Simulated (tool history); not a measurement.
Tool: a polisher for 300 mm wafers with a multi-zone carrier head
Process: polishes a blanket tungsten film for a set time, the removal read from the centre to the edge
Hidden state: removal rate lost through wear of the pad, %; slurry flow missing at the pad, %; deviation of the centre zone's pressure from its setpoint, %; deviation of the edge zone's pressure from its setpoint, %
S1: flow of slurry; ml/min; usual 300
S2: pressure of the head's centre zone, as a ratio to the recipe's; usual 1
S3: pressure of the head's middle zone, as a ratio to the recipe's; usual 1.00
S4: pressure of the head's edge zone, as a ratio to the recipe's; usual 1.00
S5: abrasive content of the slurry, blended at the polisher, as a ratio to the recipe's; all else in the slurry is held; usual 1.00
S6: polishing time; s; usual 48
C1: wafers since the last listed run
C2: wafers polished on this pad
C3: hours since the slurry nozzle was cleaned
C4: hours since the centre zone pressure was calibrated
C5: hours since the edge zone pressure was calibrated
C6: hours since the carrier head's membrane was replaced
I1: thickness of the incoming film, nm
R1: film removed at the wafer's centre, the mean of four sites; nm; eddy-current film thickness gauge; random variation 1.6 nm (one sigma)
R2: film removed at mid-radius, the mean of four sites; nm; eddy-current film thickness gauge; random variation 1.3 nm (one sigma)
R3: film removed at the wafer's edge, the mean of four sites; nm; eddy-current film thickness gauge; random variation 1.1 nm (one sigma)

run	hour	S1	S2	S3	S4	S5	S6	C1	C2	C3	C4	C5	C6	I1	R1	R2	R3
1	0.0	300	1	1.00	1.00	1.00	61	0	1271	19.7	206.8	1074.4	1065.1	1466.3	186.0	180.8	191.9
2	27.3	300	1	1.00	1.00	1.00	61	385	1656	47.0	234.1	1101.7	1092.4	1469.0	177.6	177.6	187.9
3	43.3	300	1	1.00	1.00	0.95	48	226	1882	63.0	250.1	1117.7	1108.4	1465.9	139.2	137.1	143.7
# hour 66.0: worn pad replaced by a new one
4	66.5	300	1	1.00	1.00	0.95	48	271	6	86.2	273.3	1140.9	1131.6	1438.2	150.1	147.8	156.4
5	86.7	300	1	1.00	1.00	0.95	48	285	292	106.4	293.5	1161.1	1151.8	1453.6	150.5	148.7	154.2
# hour 119.8: carrier head's membrane replaced by a new one
6	120.3	300	1	1.00	1.00	1.00	48	403	696	140.0	327.1	1194.7	0.5	1441.5	150.3	145.7	154.5
# hour 164.6: edge zone pressure recalibrated
7	190.8	300	1	1.00	1.00	1.00	48	967	1663	210.5	397.6	26.2	71.0	1450.2	141.0	136.4	146.6
8	226.0	300	1	1.00	1.00	1.00	61	497	2160	245.7	432.8	61.4	106.2	1434.3	174.5	169.8	181.9
# hour 244.1: worn pad replaced by a new one
# hour 247.2: centre zone pressure recalibrated
9	254.4	345	1	1.06	0.91	1.00	44	316	116	274.1	7.2	89.8	134.6	1440.7	141.1	144.3	140.8
10	284.2	300	1	1.11	1.03	1.20	48	420	537	303.9	37.0	119.6	164.4	1465.6	160.0	171.8	169.8
11	304.5	300	1	1.00	1.00	1.00	48	286	824	324.2	57.3	139.9	184.7	1448.9	146.7	144.8	152.2
12	316.6	205	1	0.89	1.00	1.20	48	170	995	336.3	69.4	152.0	196.8	1442.4	152.8	132.7	156.8
13	336.8	300	1	1.00	1.00	1.00	63	285	1280	356.5	89.6	172.2	217.0	1455.2	191.3	185.0	197.3
# hour 340.1: slurry nozzle cleaned
14	359.9	300	1	1.00	1.00	1.00	41	312	1592	19.8	112.7	195.3	240.1	1450.5	122.1	118.7	124.6
15	386.0	300	1	1.00	1.00	1.00	48	368	1961	45.9	138.8	221.4	266.2	1437.8	139.7	136.7	142.1

The next listed run, before its measurement:
# hour 395.1: worn pad replaced by a new one
16	405.0	300	1	0.97	1.00	1.00	48	211	139	64.9	157.8	240.4	285.2	1434.4	?	?	?

R1: 151.0 nm
R2: 144.7 nm
R3: 158.6 nm
Without the tool's hidden state the same run would have given R1 153.4 nm, R2 147.0 nm, R3 161.1 nm.

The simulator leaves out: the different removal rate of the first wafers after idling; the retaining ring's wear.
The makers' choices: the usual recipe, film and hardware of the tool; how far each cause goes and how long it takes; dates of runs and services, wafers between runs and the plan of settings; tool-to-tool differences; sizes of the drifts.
